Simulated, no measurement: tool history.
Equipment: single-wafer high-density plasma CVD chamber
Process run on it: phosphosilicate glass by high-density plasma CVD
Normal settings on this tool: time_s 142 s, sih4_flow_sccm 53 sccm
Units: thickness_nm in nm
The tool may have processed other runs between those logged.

run,day,time_s,sih4_flow_sccm,wafers since the last listed run,hours since the silane flow controller was replaced,hours since the gauge calibration,"read-back reference wafer on the same gauge, thickness_nm",thickness_nm
1,0,142,53,0,1570.7,1262.5,880.977,780.691
2,3.358,142,53,617,1651.3,1343.1,881.641,781.847
3,6.65,142,53,605,1730.3,1422.1,879.956,780.751
4,9.642,142,50,550,1802.1,1493.9,880.366,738.467
5,12.2,142,50,470,1863.5,1555.3,880.708,742.166
6,13.946,142,50,321,1905.4,1597.2,880.131,741.279
7,17.479,142,53,649,1990.2,1682,879.943,790.823
8,19.412,142,53,355,2036.6,1728.4,878.804,789.193
9,21.408,142,53,367,2084.5,1776.3,879.959,788.018
10,23.888,142,53,455,2144,1835.8,878.747,784.642
11,27.112,142,53,593,2221.4,1913.2,881.089,787.268
12,29.975,142,53,526,2290.1,1981.9,881.285,789.308
13,34.321,142,53,799,2394.4,2086.2,879.372,781.708
14,36.758,142,53,448,2452.9,2144.7,879.296,785.249
15,40.679,142,53,721,2547,2238.8,880.04,784.72
16,43.958,142,53,603,2625.7,2317.5,879.574,787.47
17,47.212,142,53,598,2703.8,2395.6,879.57,781.875
18,50.625,154,44,627,2785.7,2477.5,879.033,706.762
19,53.912,142,53,604,2864.6,2556.4,879.489,784.376
20,56.604,134,53,495,2929.2,2621,880.156,737.789
21,60.338,134,53,686,3018.8,2710.6,879.419,744.028
22,62.604,117,45,416,3073.2,2765,880.126,549.2
23,64.988,142,53,438,3130.4,2822.2,879.472,785.771
24,68.783,127,60,698,3221.5,2913.3,879.253,798.104
25,73.017,164,57,778,3323.1,3014.9,880.843,975.567
# day 73.717: silane flow controller replaced
26,75.975,142,53,482,54.2,3085.9,879.808,784.622
27,79.425,142,53,634,137,3168.7,880.222,787.99
28,83.733,142,53,792,240.4,3272.1,879.758,784.572
29,86.312,142,53,474,302.3,3334,878.972,786.861
# day 98.012: gauge calibrated
30,98.533,142,48,2247,595.6,12.5,879.31,707.18
31,101.6,142,53,564,669.2,86.1,880.509,782.349
32,104.562,127,44,544,740.3,157.2,880.007,582.914
33,108.129,134,53,656,825.9,242.8,879.802,740.459
34,112.383,123,47,782,928,344.9,879.461,603.978
35,116.417,157,53,741,1024.8,441.7,881.244,863.723
36,120.696,116,45,787,1127.5,544.4,880.305,545.165
37,122.35,160,47,304,1167.2,584.1,879.728,783.243
38,134.988,142,53,2324,1470.5,887.4,880.734,789.062
39,136.554,157,49,288,1508.1,925,879.254,800.812
40,138.9,142,57,431,1564.4,981.3,879.426,846.564
41,143.388,159,44,825,1672.1,1089,878.566,730.221
42,145.767,157,47,437,1729.2,1146.1,879.991,771.021

Run-by-run hidden state of the tool:
delivered silane flow above the setpoint (%): 0 across all the runs
gauge reads high (%): 0 across all the runs

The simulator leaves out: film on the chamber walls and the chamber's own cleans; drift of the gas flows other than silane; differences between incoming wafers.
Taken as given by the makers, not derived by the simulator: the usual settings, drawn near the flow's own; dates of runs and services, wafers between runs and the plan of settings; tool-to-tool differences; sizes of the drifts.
